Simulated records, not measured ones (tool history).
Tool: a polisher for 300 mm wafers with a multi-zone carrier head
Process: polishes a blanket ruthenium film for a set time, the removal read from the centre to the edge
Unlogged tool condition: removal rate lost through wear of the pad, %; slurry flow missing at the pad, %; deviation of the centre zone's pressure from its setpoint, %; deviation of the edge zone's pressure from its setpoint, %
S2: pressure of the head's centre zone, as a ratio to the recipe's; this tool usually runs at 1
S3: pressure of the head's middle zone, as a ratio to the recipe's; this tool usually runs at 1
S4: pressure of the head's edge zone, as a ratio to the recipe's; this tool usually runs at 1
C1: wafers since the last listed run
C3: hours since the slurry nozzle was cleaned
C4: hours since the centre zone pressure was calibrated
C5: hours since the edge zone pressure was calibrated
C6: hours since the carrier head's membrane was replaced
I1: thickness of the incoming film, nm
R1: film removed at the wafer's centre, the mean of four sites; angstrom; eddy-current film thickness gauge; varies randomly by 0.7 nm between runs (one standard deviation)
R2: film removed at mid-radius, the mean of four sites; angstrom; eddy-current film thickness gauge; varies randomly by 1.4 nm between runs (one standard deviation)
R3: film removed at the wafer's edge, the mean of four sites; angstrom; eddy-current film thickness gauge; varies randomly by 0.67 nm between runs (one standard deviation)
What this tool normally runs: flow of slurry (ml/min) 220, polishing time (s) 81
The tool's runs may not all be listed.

run 1 day=0 | flow_of_slurry_(ml/min)=220 S2=1 S3=1 S4=1 polishing_time_(s)=81 | C1=0 wafers_polished_on_this_pad=575 C3=391.2 C4=1010.4 C5=351.4 C6=387.6 | I1=460.7 | R1=1013 R2=995 R3=967
run 2 day=3.233 | flow_of_slurry_(ml/min)=220 S2=1 S3=1 S4=1 polishing_time_(s)=81 | C1=901 wafers_polished_on_this_pad=1476 C3=468.8 C4=1088 C5=429 C6=465.2 | I1=464.5 | R1=1006 R2=999 R3=963
run 3 day=7.425 | flow_of_slurry_(ml/min)=220 S2=1 S3=1 S4=1 polishing_time_(s)=81 | C1=1168 wafers_polished_on_this_pad=2645 C3=569.4 C4=1188.6 C5=529.6 C6=565.8 | I1=464.1 | R1=1004 R2=992 R3=966
-- day=7.688 worn pad replaced by a new one
-- day=9.267 slurry nozzle cleaned
run 4 day=11.771 | flow_of_slurry_(ml/min)=220 S2=1 S3=1 S4=1 polishing_time_(s)=81 | C1=1153 wafers_polished_on_this_pad=1127 C3=60.1 C4=1292.9 C5=633.9 C6=670.1 | I1=451.2 | R1=998 R2=959 R3=965
run 5 day=15.875 | flow_of_slurry_(ml/min)=220 S2=1 S3=1 S4=1 polishing_time_(s)=81 | C1=1144 wafers_polished_on_this_pad=2271 C3=158.6 C4=1391.4 C5=732.4 C6=768.6 | I1=468.5 | R1=1012 R2=1003 R3=961
-- day=16.654 worn pad replaced by a new one
run 6 day=18.883 | flow_of_slurry_(ml/min)=220 S2=1 S3=1 S4=1 polishing_time_(s)=81 | C1=792 wafers_polished_on_this_pad=621 C3=230.8 C4=1463.6 C5=804.6 C6=840.8 | I1=467.8 | R1=1003 R2=996 R3=955
run 7 day=22.754 | flow_of_slurry_(ml/min)=220 S2=1 S3=1 S4=1 polishing_time_(s)=81 | C1=1079 wafers_polished_on_this_pad=1700 C3=323.7 C4=1556.5 C5=897.5 C6=933.7 | I1=468.1 | R1=1008 R2=989 R3=955
run 8 day=25.879 | flow_of_slurry_(ml/min)=220 S2=1 S3=1 S4=1 polishing_time_(s)=81 | C1=871 wafers_polished_on_this_pad=2571 C3=398.7 C4=1631.5 C5=972.5 C6=1008.7 | I1=468.2 | R1=1004 R2=1006 R3=964
-- day=26.758 centre zone pressure recalibrated
-- day=27.362 worn pad replaced by a new one
-- day=27.579 edge zone pressure recalibrated
run 9 day=27.667 | flow_of_slurry_(ml/min)=220 S2=1 S3=1 S4=1.1 polishing_time_(s)=81 | C1=405 wafers_polished_on_this_pad=61 C3=441.6 C4=21.8 C5=2.1 C6=1051.6 | I1=452.7 | R1=1006 R2=997 R3=1009
-- day=28.1 carrier head's membrane replaced by a new one
run 10 day=31.975 | flow_of_slurry_(ml/min)=160 S2=1.04 S3=0.92 S4=1 polishing_time_(s)=81 | C1=1143 wafers_polished_on_this_pad=1204 C3=545 C4=125.2 C5=105.5 C6=93 | I1=459.7 | R1=994 R2=887 R3=930
run 11 day=35.896 | flow_of_slurry_(ml/min)=220 S2=1 S3=1 S4=1 polishing_time_(s)=81 | C1=1093 wafers_polished_on_this_pad=2298 C3=639.1 C4=219.3 C5=199.6 C6=187.1 | I1=458.2 | R1=1016 R2=1010 R3=960
-- day=36.775 worn pad replaced by a new one
-- day=39.029 slurry nozzle cleaned
run 12 day=39.1 | flow_of_slurry_(ml/min)=185 S2=1.07 S3=0.92 S4=1 polishing_time_(s)=81 | C1=835 wafers_polished_on_this_pad=636 C3=1.7 C4=296.2 C5=276.5 C6=264 | I1=452.4 | R1=1047 R2=892 R3=949
run 13 day=40.688 | flow_of_slurry_(ml/min)=220 S2=0.91 S3=1 S4=1 polishing_time_(s)=81 | C1=442 wafers_polished_on_this_pad=1079 C3=39.8 C4=334.3 C5=314.6 C6=302.1 | I1=465.2 | R1=907 R2=1002 R3=952
run 14 day=44.825 | flow_of_slurry_(ml/min)=220 S2=1 S3=1.08 S4=1.1 polishing_time_(s)=81 | C1=1153 wafers_polished_on_this_pad=2232 C3=139.1 C4=433.6 C5=413.9 C6=401.4 | I1=465.3 | R1=1006 R2=1031 R3=1006
-- day=45.958 worn pad replaced by a new one
run 15 day=46.683 | flow_of_slurry_(ml/min)=170 S2=1 S3=1 S4=1 polishing_time_(s)=96 | C1=471 wafers_polished_on_this_pad=202 C3=183.7 C4=478.2 C5=458.5 C6=446 | I1=461.9 | R1=1143 R2=1123 R3=1119
run 16 day=50.692 | flow_of_slurry_(ml/min)=220 S2=1 S3=1 S4=1 polishing_time_(s)=81 | C1=1117 wafers_polished_on_this_pad=1319 C3=279.9 C4=574.4 C5=554.7 C6=542.2 | I1=463.6 | R1=999 R2=1006 R3=970
run 17 day=52.229 | flow_of_slurry_(ml/min)=200 S2=1 S3=1 S4=0.91 polishing_time_(s)=81 | C1=428 wafers_polished_on_this_pad=1748 C3=316.8 C4=611.3 C5=591.6 C6=579.1 | I1=458.1 | R1=987 R2=971 R3=913

Here are 3 independent what-if runs from the current tool condition. What would each one return?
run A day=52.246 | flow_of_slurry_(ml/min)=220 S2=1 S3=1 S4=1 polishing_time_(s)=81 | C1=4 wafers_polished_on_this_pad=1753 C3=317.2 C4=611.7 C5=592 C6=579.5 | I1=468.2 | R1=? R2=? R3=?
run B day=52.246 | flow_of_slurry_(ml/min)=220 S2=1.06 S3=1 S4=1.05 polishing_time_(s)=81 | C1=4 wafers_polished_on_this_pad=1753 C3=317.2 C4=611.7 C5=592 C6=579.5 | I1=468.2 | R1=? R2=? R3=?
run C day=52.246 | flow_of_slurry_(ml/min)=155 S2=0.95 S3=1 S4=1 polishing_time_(s)=81 | C1=4 wafers_polished_on_this_pad=1753 C3=317.2 C4=611.7 C5=592 C6=579.5 | I1=468.2 | R1=? R2=? R3=?

run=A R1=986 R2=988 R3=958
run=B R1=1045 R2=987 R3=981
run=C R1=887 R2=941 R3=924
With the hidden condition removed and each run's random variation left untouched, the same runs would have given:
run=A R1=986 R2=988 R3=958
run=B R1=1045 R2=987 R3=981
run=C R1=887 R2=941 R3=924
